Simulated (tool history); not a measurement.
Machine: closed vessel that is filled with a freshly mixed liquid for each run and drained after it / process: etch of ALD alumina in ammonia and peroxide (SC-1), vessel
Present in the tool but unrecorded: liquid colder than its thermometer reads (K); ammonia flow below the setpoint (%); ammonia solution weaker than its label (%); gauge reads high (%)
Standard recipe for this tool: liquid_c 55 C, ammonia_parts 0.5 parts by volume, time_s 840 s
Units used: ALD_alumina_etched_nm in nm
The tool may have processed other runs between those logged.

run	day	liquid_c	ammonia_parts	time_s	wafers since the last listed run	hours since the thermometer was replaced	hours since the ammonia flow meter was replaced	hours since the drum of ammonia solution was connected	hours since the gauge calibration	read-back film thickness of the ALD alumina reference wafer, read on the same gauge (nm)	ALD_alumina_etched_nm
1	0	50.5	0.5	625	0	1348.1	1136.4	854.6	106.1	59.95	21.13
2	0.538	50.5	0.5	625	879	1361	1149.3	867.5	119	60.06	21.12
3	1.233	55	0.5	840	1138	1377.7	1166	884.2	135.7	59.99	36.12
4	1.829	55	0.5	840	974	1392	1180.3	898.5	150	59.94	36.21
5	2.408	55	0.5	840	947	1405.9	1194.2	912.4	163.9	60	36.07
# day 2.675: new drum of ammonia solution connected
# day 2.883: gauge calibrated
6	3.062	61	0.5	840	1002	1421.6	1209.9	9.3	4.3	59.99	49.75
7	3.579	61	0.5	840	845	1434	1222.3	21.7	16.7	60.01	49.59
8	4.092	45.5	0.5	355	838	1446.3	1234.6	34	29	59.99	8.92
9	4.838	47.5	0.6	840	1220	1464.2	1252.5	51.9	46.9	60	24.05
# day 5.125: ammonia flow meter replaced
10	5.358	47.5	0.7	1065	783	1476.7	5.6	64.4	59.4	59.97	31.07
11	5.804	63	0.45	350	729	1487.4	16.3	75.1	70.1	59.98	22.55
# day 6.096: thermometer replaced
12	6.467	61	0.5	840	1015	8.9	32.2	91	86	59.99	56.28
13	6.95	55	0.5	840	790	20.5	43.8	102.6	97.6	59.98	41.2
14	7.762	63	0.6	360	1329	40	63.3	122.1	117.1	60.02	27.04

What if the next run were any one of these 4? Each begins from the tool's condition after run 14:
A	7.8	55	0.5	840	61	40.9	64.2	123	118	?	?
B	7.8	55	0.5	610	61	40.9	64.2	123	118	?	?
C	7.8	62	0.7	840	61	40.9	64.2	123	118	?	?
D	7.8	63.5	0.35	840	61	40.9	64.2	123	118	?	?

run	read-back film thickness of the ALD alumina reference wafer, read on the same gauge (nm)	ALD_alumina_etched_nm
A	60.02	40.86
B	60.02	29.67
C	60.02	60.68
D	60.02	61.31
With the hidden condition removed and each run's random variation left untouched, the same runs would have given:
run	ALD_alumina_etched_nm
A	41.38
B	30.05
C	61.43
D	62.05
